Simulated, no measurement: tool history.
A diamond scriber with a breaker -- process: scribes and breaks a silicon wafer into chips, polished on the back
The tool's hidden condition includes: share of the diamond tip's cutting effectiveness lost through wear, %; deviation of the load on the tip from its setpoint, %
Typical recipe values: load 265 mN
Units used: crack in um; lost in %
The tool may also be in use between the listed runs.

run    hour  load  wafers since the last listed run  hours since the diamond tip was replaced  hours since the load on the tip was calibrated  incoming depth of the damage left on the back of the incoming wafer, um  crack  lost
  1       0   265                                 0                                     664.7                                           445.6                                                                     0.01   8.68   1.8
  2    16.9   265                                24                                     681.6                                           462.5                                                                     0.02   8.95   1.8
  3    41.2   265                                35                                     705.9                                           486.8                                                                     0.02   8.65  1.96
  4    69.6   265                                41                                     734.3                                           515.2                                                                     0.04    8.8  1.83
  5    87.8   265                                26                                     752.5                                           533.4                                                                     0.03   8.63  1.72
  6   110.9   265                                33                                     775.6                                           556.5                                                                     0.01   8.73  1.86
  7   132.1   265                                30                                     796.8                                           577.7                                                                     0.01   8.47  2.03
  8     162   206                                43                                     826.7                                           607.6                                                                     0.04   7.91  5.78
  9     195   206                                47                                     859.7                                           640.6                                                                     0.02   7.72  5.58
 10   223.7   265                                41                                     888.4                                           669.3                                                                     0.02   8.58  2.17
 11   248.4   265                                35                                     913.1                                             694                                                                     0.02   8.55  2.13
      270.7  -- diamond tip replaced by a new one, of another model than before
 12   272.1   308                                31                                       1.4                                           717.7                                                                     0.03   9.21  1.59
 13     304   265                                46                                      33.3                                           749.6                                                                     0.02   8.56     2
 14   337.7   265                                48                                        67                                           783.3                                                                     0.01   8.77  1.95
 15   369.1   265                                45                                      98.4                                           814.7                                                                     0.03   8.87  2.09
 16   385.6   225                                23                                     114.9                                           831.2                                                                     0.04   8.34  3.34
 17   408.8   225                                33                                     138.1                                           854.4                                                                     0.02   8.38  2.81
 18   436.2   309                                39                                     165.5                                           881.8                                                                     0.03   9.32  1.59
 19   462.2   311                                37                                     191.5                                           907.8                                                                     0.03   9.18  1.53
 20   477.4   226                                21                                     206.7                                             923                                                                     0.03   8.27  3.17
 21   495.4   265                                25                                     224.7                                             941                                                                     0.03   8.79  1.76
 22   510.9   211                                22                                     240.2                                           956.5                                                                     0.03   8.06  4.31
 23   530.9   203                                28                                     260.2                                           976.5                                                                     0.01   8.02  4.72
 24   560.1   188                                42                                     289.4                                          1005.7                                                                     0.03   7.94  4.83
 25   665.7   189                               152                                       395                                          1111.3                                                                     0.03   8.05  5.54
 26     687   265                                30                                     416.3                                          1132.6                                                                     0.04   8.58  1.96
      706.5  -- load on the tip recalibrated
 27   711.1   218                                31                                     440.4                                             4.6                                                                     0.04   8.58  1.86
 28   736.3   299                                36                                     465.6                                            29.8                                                                     0.02    9.5     2
 29   759.7   286                                33                                       489                                            53.2                                                                     0.05   9.52  1.49
 30   775.2   224                                22                                     504.5                                            68.7                                                                     0.04   8.56  2.16
 31   796.9   265                                31                                     526.2                                            90.4                                                                     0.01   8.91  1.51
 32   813.7   334                                24                                       543                                           107.2                                                                     0.02  10.09  2.61
 33   836.3   193                                32                                     565.6                                           129.8                                                                     0.05   8.47  3.31
 34   896.1   265                                86                                     625.4                                           189.6                                                                     0.03   8.99  1.57
 35     909   318                                18                                     638.3                                           202.5                                                                     0.03    9.7  1.85
 36   921.7   295                                18                                       651                                           215.2                                                                     0.03   9.37  1.64
 37   947.7   207                                37                                       677                                           241.2                                                                     0.02   8.28  3.02
 38   972.7   205                                36                                       702                                           266.2                                                                     0.04   8.43  3.09
 39   996.8   201                                34                                     726.1                                           290.3                                                                     0.02      8  3.23
 40  1019.6   229                                32                                     748.9                                           313.1                                                                     0.03   8.66   2.2
 41  1048.3   265                                41                                     777.6                                           341.8                                                                     0.05   9.19  1.66
 42  1061.6   215                                19                                     790.9                                           355.1                                                                     0.03    8.4  3.01
 43  1089.3   315                                40                                     818.6                                           382.8                                                                     0.02   9.53  1.58

What if the next run were any one of these 3? Each begins from the tool's condition after run 43:
  A  1090   312                                 1                                     819.3                                           383.5                                                                     0.03      ?     ?
  B  1090   307                                 1                                     819.3                                           383.5                                                                     0.03      ?     ?
  C  1090   317                                 1                                     819.3                                           383.5                                                                     0.03      ?     ?

run  crack  lost
  A   9.49  1.78
  B   9.44  1.72
  C   9.55  1.85
Without the tool's hidden state the same runs would have given:
run  crack  lost
  A   9.74  2.17
  B   9.68  2.06
  C   9.79  2.29
